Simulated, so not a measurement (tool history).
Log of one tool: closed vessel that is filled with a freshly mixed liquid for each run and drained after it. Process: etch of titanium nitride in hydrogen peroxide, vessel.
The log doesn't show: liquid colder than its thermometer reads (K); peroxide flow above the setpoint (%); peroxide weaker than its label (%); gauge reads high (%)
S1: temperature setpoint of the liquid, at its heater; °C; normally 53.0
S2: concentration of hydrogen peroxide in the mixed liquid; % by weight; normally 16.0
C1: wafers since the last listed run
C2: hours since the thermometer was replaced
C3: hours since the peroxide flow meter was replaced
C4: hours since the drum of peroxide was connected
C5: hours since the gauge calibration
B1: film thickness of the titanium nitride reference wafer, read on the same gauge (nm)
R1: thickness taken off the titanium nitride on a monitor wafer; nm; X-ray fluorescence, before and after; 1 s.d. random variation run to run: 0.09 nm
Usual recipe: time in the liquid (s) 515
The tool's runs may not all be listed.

{"run": 1, "hour": 0.0, "S1": 53.0, "S2": 16.0, "time in the liquid (s)": 515, "C1": 0, "C2": 700.7, "C3": 1149.6, "C4": 501.3, "C5": 9.1, "B1": 79.99, "R1": 21.46}
{"run": 2, "hour": 14.5, "S1": 53.0, "S2": 16.0, "time in the liquid (s)": 515, "C1": 1099, "C2": 715.2, "C3": 1164.1, "C4": 515.8, "C5": 23.6, "B1": 79.98, "R1": 21.61}
{"run": 3, "hour": 28.3, "S1": 53.0, "S2": 16.0, "time in the liquid (s)": 515, "C1": 1046, "C2": 729.0, "C3": 1177.9, "C4": 529.6, "C5": 37.4, "B1": 80.0, "R1": 21.43}
{"run": 4, "hour": 40.3, "S1": 53.0, "S2": 16.0, "time in the liquid (s)": 515, "C1": 910, "C2": 741.0, "C3": 1189.9, "C4": 541.6, "C5": 49.4, "B1": 79.99, "R1": 21.24}
{"run": 5, "hour": 48.2, "S1": 53.0, "S2": 16.0, "time in the liquid (s)": 515, "C1": 599, "C2": 748.9, "C3": 1197.8, "C4": 549.5, "C5": 57.3, "B1": 80.01, "R1": 21.34}
{"run": 6, "hour": 60.8, "S1": 53.0, "S2": 16.0, "time in the liquid (s)": 515, "C1": 955, "C2": 761.5, "C3": 1210.4, "C4": 562.1, "C5": 69.9, "B1": 79.96, "R1": 21.29}
{"run": 7, "hour": 74.2, "S1": 53.0, "S2": 16.0, "time in the liquid (s)": 515, "C1": 1016, "C2": 774.9, "C3": 1223.8, "C4": 575.5, "C5": 83.3, "B1": 80.0, "R1": 21.24}
{"hour": 104.2, "done": "thermometer replaced"}
{"run": 8, "hour": 125.7, "S1": 53.0, "S2": 16.0, "time in the liquid (s)": 515, "C1": 3830, "C2": 21.5, "C3": 1275.3, "C4": 627.0, "C5": 134.8, "B1": 80.02, "R1": 24.87}
{"run": 9, "hour": 132.2, "S1": 49.5, "S2": 12.5, "time in the liquid (s)": 515, "C1": 493, "C2": 28.0, "C3": 1281.8, "C4": 633.5, "C5": 141.3, "B1": 80.0, "R1": 18.29}
{"hour": 140.7, "done": "new drum of peroxide connected"}
{"run": 10, "hour": 147.4, "S1": 53.0, "S2": 16.0, "time in the liquid (s)": 515, "C1": 1077, "C2": 43.2, "C3": 1297.0, "C4": 6.7, "C5": 156.5, "B1": 80.03, "R1": 24.82}
{"hour": 149.0, "done": "peroxide flow meter replaced"}
{"run": 11, "hour": 161.7, "S1": 53.0, "S2": 14.0, "time in the liquid (s)": 360, "C1": 1008, "C2": 57.5, "C3": 12.7, "C4": 21.0, "C5": 170.8, "B1": 79.99, "R1": 16.84}
{"run": 12, "hour": 168.9, "S1": 48.5, "S2": 12.0, "time in the liquid (s)": 260, "C1": 546, "C2": 64.7, "C3": 19.9, "C4": 28.2, "C5": 178.0, "B1": 80.0, "R1": 8.49}
{"hour": 179.7, "done": "gauge calibrated"}
{"run": 13, "hour": 183.2, "S1": 53.0, "S2": 16.0, "time in the liquid (s)": 600, "C1": 1084, "C2": 79.0, "C3": 34.2, "C4": 42.5, "C5": 3.5, "B1": 80.0, "R1": 28.56}
{"run": 14, "hour": 199.7, "S1": 53.0, "S2": 16.0, "time in the liquid (s)": 700, "C1": 1251, "C2": 95.5, "C3": 50.7, "C4": 59.0, "C5": 20.0, "B1": 80.04, "R1": 33.07}
{"run": 15, "hour": 216.7, "S1": 53.0, "S2": 16.0, "time in the liquid (s)": 515, "C1": 1289, "C2": 112.5, "C3": 67.7, "C4": 76.0, "C5": 37.0, "B1": 80.01, "R1": 24.37}
{"run": 16, "hour": 233.4, "S1": 44.0, "S2": 16.0, "time in the liquid (s)": 515, "C1": 1266, "C2": 129.2, "C3": 84.4, "C4": 92.7, "C5": 53.7, "B1": 80.05, "R1": 12.58}
{"run": 17, "hour": 244.6, "S1": 53.0, "S2": 16.0, "time in the liquid (s)": 515, "C1": 849, "C2": 140.4, "C3": 95.6, "C4": 103.9, "C5": 64.9, "B1": 80.0, "R1": 24.29}

5 options for the next run, each taken on its own from the tool as it stands now. Forecast them:
{"run": "A", "hour": 245.4, "S1": 53.0, "S2": 12.0, "time in the liquid (s)": 515, "C1": 60, "C2": 141.2, "C3": 96.4, "C4": 104.7, "C5": 65.7, "B1": "?", "R1": "?"}
{"run": "B", "hour": 245.4, "S1": 59.5, "S2": 13.0, "time in the liquid (s)": 395, "C1": 60, "C2": 141.2, "C3": 96.4, "C4": 104.7, "C5": 65.7, "B1": "?", "R1": "?"}
{"run": "C", "hour": 245.4, "S1": 53.0, "S2": 13.0, "time in the liquid (s)": 665, "C1": 60, "C2": 141.2, "C3": 96.4, "C4": 104.7, "C5": 65.7, "B1": "?", "R1": "?"}
{"run": "D", "hour": 245.4, "S1": 53.0, "S2": 13.5, "time in the liquid (s)": 370, "C1": 60, "C2": 141.2, "C3": 96.4, "C4": 104.7, "C5": 65.7, "B1": "?", "R1": "?"}
{"run": "E", "hour": 245.4, "S1": 55.5, "S2": 16.0, "time in the liquid (s)": 515, "C1": 60, "C2": 141.2, "C3": 96.4, "C4": 104.7, "C5": 65.7, "B1": "?", "R1": "?"}

run=A B1=79.99 R1=22.89
run=B B1=79.99 R1=28.09
run=C B1=79.99 R1=30.06
run=D B1=79.99 R1=16.86
run=E B1=79.99 R1=29.01
With the hidden condition removed and each run's random variation left untouched, the same runs would have given:
run=A R1=23.65
run=B R1=28.98
run=C R1=31.05
run=D R1=17.42
run=E R1=29.95
